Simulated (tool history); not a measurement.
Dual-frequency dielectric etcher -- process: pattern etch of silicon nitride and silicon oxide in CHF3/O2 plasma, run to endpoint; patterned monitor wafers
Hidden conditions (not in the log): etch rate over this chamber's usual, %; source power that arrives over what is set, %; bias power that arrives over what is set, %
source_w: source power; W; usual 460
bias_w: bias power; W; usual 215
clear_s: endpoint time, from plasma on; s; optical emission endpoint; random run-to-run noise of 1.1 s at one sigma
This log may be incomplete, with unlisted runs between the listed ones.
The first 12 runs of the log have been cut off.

run,hour,source_w,bias_w,wafers since the last listed run,hours since the last wet clean,hours since the last source power generator calibration,hours since the last bias power generator calibration,hours since the last upper electrode change,"incoming incoming film thickness, nm",clear_s
13,160.8,520,215,63,344.8,3733.4,4227.9,13.5,223.5,161.6
14,169.9,540,247,45,353.9,3742.5,4237,22.6,223.6,152.3
15,179,460,215,45,363,3751.6,4246.1,31.7,223.7,169.5
# hour 186.6: bias power generator calibrated
16,188.4,520,249,27,372.4,3761,1.8,41.1,226.2,157.4
17,196,520,195,38,380,3768.6,9.4,48.7,223.6,165.9
18,210,400,215,70,394,3782.6,23.4,62.7,224.9,180.8
# hour 240.7: wet clean of the chamber
19,241.2,390,257,36,0.5,3813.8,54.6,93.9,222.7,160.1
20,241.6,550,215,2,0.9,3814.2,55,94.3,223.5,149.3
21,254.8,460,215,66,14.1,3827.4,68.2,107.5,222.1,158
22,268.6,340,177,69,27.9,3841.2,82,121.3,224.7,187.1
# hour 278.9: source power generator calibrated
23,282.7,530,261,50,42,3.8,96.1,135.4,224.8,143.7
24,291.8,460,215,45,51.1,12.9,105.2,144.5,223.8,162
25,325.6,460,240,169,84.9,46.7,139,178.3,224,156.3
26,337.9,460,215,61,97.2,59,151.3,190.6,226.1,162.2
27,352.7,560,267,74,112,73.8,166.1,205.4,223.5,141.5
28,360.3,460,215,38,119.6,81.4,173.7,213,222,160.8
29,377.2,390,184,84,136.5,98.3,190.6,229.9,223.4,178.5
30,384.5,460,215,36,143.8,105.6,197.9,237.2,224.4,162.1
31,390.9,570,194,32,150.2,112,204.3,243.6,222.6,152.2
32,399.7,430,239,44,159,120.8,213.1,252.4,223,162.2
33,415.7,360,239,80,175,136.8,229.1,268.4,224.1,173.2
34,425,410,245,46,184.3,146.1,238.4,277.7,223.9,163.8

5 options for the next run, each taken on its own from the tool as it stands now. Forecast them:
A,425.5,460,215,2,184.8,146.6,238.9,278.2,224.3,?
B,425.5,400,250,2,184.8,146.6,238.9,278.2,224.3,?
C,425.5,410,258,2,184.8,146.6,238.9,278.2,224.3,?
D,425.5,530,168,2,184.8,146.6,238.9,278.2,224.3,?
E,425.5,420,181,2,184.8,146.6,238.9,278.2,224.3,?

run,clear_s
A,162.6
B,165.1
C,162.4
D,162.8
E,174.7
Had the tool no hidden state, the same runs would have come out as:
run,clear_s
A,160.3
B,162.7
C,160
D,160.4
E,172.1
